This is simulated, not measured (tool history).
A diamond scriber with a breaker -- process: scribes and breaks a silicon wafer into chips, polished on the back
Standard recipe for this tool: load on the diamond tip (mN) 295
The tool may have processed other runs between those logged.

| run | hour | load on the diamond tip (mN) | wafers since the last listed run | hours since the diamond tip was replaced | hours since the load on the tip was calibrated | incoming depth of the damage left on the back of the incoming wafer, um | depth of the median crack under the scribed line (um) | chips rejected at inspection after the break (%) |
|---|---|---|---|---|---|---|---|---|
| 1 | 0 | 295 | 0 | 589.7 | 834.7 | 0.03 | 9.45 | 4.24 |
| 2 | 28.5 | 295 | 53 | 618.2 | 863.2 | 0.02 | 9.3 | 3.65 |
| 3 | 61.2 | 295 | 61 | 650.9 | 895.9 | 0.04 | 9.42 | 3.84 |
| 4 | 97.9 | 295 | 68 | 687.6 | 932.6 | 0.03 | 9.34 | 3.97 |
| 5 | 117.6 | 295 | 36 | 707.3 | 952.3 | 0.03 | 9.49 | 4.46 |
| 6 | 140.5 | 295 | 42 | 730.2 | 975.2 | 0.03 | 9.34 | 4.3 |
| 7 | 213.4 | 232 | 136 | 803.1 | 1048.1 | 0.01 | 8.31 | 9.77 |
| 8 | 246.9 | 232 | 62 | 836.6 | 1081.6 | 0.02 | 8.41 | 8.17 |
| 9 | 277.2 | 232 | 56 | 866.9 | 1111.9 | 0.01 | 8.51 | 8.72 |
|  | 307.5 | load on the tip recalibrated |
| 10 | 311.6 | 263 | 60 | 901.3 | 4.1 | 0.04 | 8.71 | 6.27 |
|  | 333.7 | diamond tip replaced by a new one |
| 11 | 346.1 | 263 | 60 | 12.4 | 38.6 | 0.02 | 10.68 | 1.19 |
| 12 | 362.9 | 239 | 31 | 29.2 | 55.4 | 0.01 | 10.3 | 1.95 |
| 13 | 396.3 | 341 | 62 | 62.6 | 88.8 | 0.01 | 11.69 | 0.99 |
| 14 | 447.9 | 295 | 96 | 114.2 | 140.4 | 0.01 | 11.07 | 1.01 |
| 15 | 472.5 | 207 | 45 | 138.8 | 165 | 0.05 | 9.12 | 5.43 |
| 16 | 490.8 | 243 | 34 | 157.1 | 183.3 | 0.01 | 9.81 | 2.94 |
| 17 | 507.5 | 295 | 31 | 173.8 | 200 | 0.02 | 10.34 | 1.42 |
| 18 | 520.1 | 373 | 23 | 186.4 | 212.6 | 0.03 | 11.65 | 0.85 |
| 19 | 540.1 | 346 | 37 | 206.4 | 232.6 | 0.04 | 10.8 | 0.87 |
| 20 | 570.4 | 346 | 56 | 236.7 | 262.9 | 0.02 | 11.07 | 0.85 |
| 21 | 602.2 | 295 | 59 | 268.5 | 294.7 | 0.05 | 10.44 | 1.84 |
| 22 | 632.4 | 368 | 56 | 298.7 | 324.9 | 0.04 | 11.33 | 0.93 |
| 23 | 660 | 328 | 51 | 326.3 | 352.5 | 0.04 | 10.26 | 1.45 |
| 24 | 674.7 | 368 | 27 | 341 | 367.2 | 0.03 | 11 | 0.83 |
| 25 | 710.7 | 345 | 67 | 377 | 403.2 | 0.04 | 10.5 | 1.28 |

For each entry between runs, how does the tool's hidden state at the last listed run before it compare with that at the first listed run after it?
Runs 9 to 10: load on the tip recalibrated (hour 307.5)
  share of the diamond tip's cutting effectiveness lost through wear, %: 26.2 -> 26.4
  measured value less the no-hidden-state value, depth of the median crack under the scribed line (um): -1.91 -> -1.97; chips rejected at inspection after the break (%): +6.95 -> +5.23
Runs 10 to 11: diamond tip replaced by a new one (hour 333.7)
  share of the diamond tip's cutting effectiveness lost through wear, %: 26.4 -> 1.42
  measured value less the no-hidden-state value, depth of the median crack under the scribed line (um): -1.97 -> -0.1; chips rejected at inspection after the break (%): +5.23 -> +0.1
